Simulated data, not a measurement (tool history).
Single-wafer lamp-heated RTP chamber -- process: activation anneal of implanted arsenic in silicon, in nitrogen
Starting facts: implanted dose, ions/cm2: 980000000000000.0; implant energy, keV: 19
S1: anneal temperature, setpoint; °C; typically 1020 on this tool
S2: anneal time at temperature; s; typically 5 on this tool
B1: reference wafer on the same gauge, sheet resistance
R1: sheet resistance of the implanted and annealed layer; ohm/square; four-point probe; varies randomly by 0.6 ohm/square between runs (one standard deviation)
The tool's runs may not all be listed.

Run 1, day 0: usual settings but S1 1031 °C; B1 167.99. Result: R1 146.79 ohm/square.
Run 2, day 0.775: usual settings; B1 168. Result: R1 150.58 ohm/square.
Run 3, day 1.325: usual settings but S1 1004 °C, S2 6 s; B1 168.14. Result: R1 153.03 ohm/square.
Run 4, day 2.604: usual settings but S1 1004 °C, S2 6 s; B1 167.99. Result: R1 154.47 ohm/square.
Run 5, day 3.629: usual settings but S1 1004 °C, S2 6 s; B1 168.03. Result: R1 153.15 ohm/square.
Run 6, day 4.596: usual settings; B1 168.28. Result: R1 150.17 ohm/square.
Run 7, day 5.233: usual settings; B1 168.17. Result: R1 149.23 ohm/square.
Run 8, day 5.862: usual settings; B1 168.05. Result: R1 148.74 ohm/square.
Run 9, day 6.933: usual settings but S2 7 s; B1 168.02. Result: R1 146.21 ohm/square.
At day 7.825: pyrometer window cleaned and pyrometer calibrated.
Run 10, day 7.912: usual settings; B1 167.83. Result: R1 147.92 ohm/square.
Run 11, day 8.917: usual settings; B1 167.98. Result: R1 147.19 ohm/square.
Run 12, day 10.038: usual settings but S1 999 °C, S2 7 s; B1 167.87. Result: R1 150.93 ohm/square.
At day 10.971: gauge calibrated.
Run 13, day 11.442: usual settings but S1 1009 °C; B1 168.18. Result: R1 150.72 ohm/square.
At day 11.821: pyrometer window cleaned and pyrometer calibrated, repeated, since the last time left the tool worse.
Run 14, day 12.267: usual settings but S1 1034 °C, S2 7 s; B1 167.79. Result: R1 143.5 ohm/square.
Run 15, day 13.688: usual settings but S2 6 s; B1 167.85. Result: R1 147.43 ohm/square.
At day 14.283: reflector plate cleaned.
Run 16, day 14.571: usual settings but S1 1009 °C; B1 168.17. Result: R1 154.7 ohm/square.
Run 17, day 15.258: usual settings but S2 8 s; B1 167.82. Result: R1 144.57 ohm/square.
Run 18, day 19.7: usual settings; B1 167.8. Result: R1 149.78 ohm/square.
Run 19, day 20.421: usual settings but S2 3 s; B1 168.06. Result: R1 155.01 ohm/square.
At day 22.029: pyrometer window cleaned and pyrometer calibrated.
Run 20, day 22.05: usual settings; B1 168.01. Result: R1 151.52 ohm/square.

Here are 3 independent what-if runs from the current tool condition. What would each one return?
Run A, day 22.067: usual settings but S1 997 °C; B1 ?. Result: R1 ?.
Run B, day 22.067: usual settings but S1 995 °C; B1 ?. Result: R1 ?.
Run C, day 22.067: usual settings but S1 1047 °C; B1 ?. Result: R1 ?.

run      B1      R1
  A  168.05  159.69
  B  168.05  160.35
  C  168.05  143.96
With the hidden condition removed and each run's random variation left untouched, the same runs would have given:
run      R1
  A  159.78
  B  160.44
  C  144.03

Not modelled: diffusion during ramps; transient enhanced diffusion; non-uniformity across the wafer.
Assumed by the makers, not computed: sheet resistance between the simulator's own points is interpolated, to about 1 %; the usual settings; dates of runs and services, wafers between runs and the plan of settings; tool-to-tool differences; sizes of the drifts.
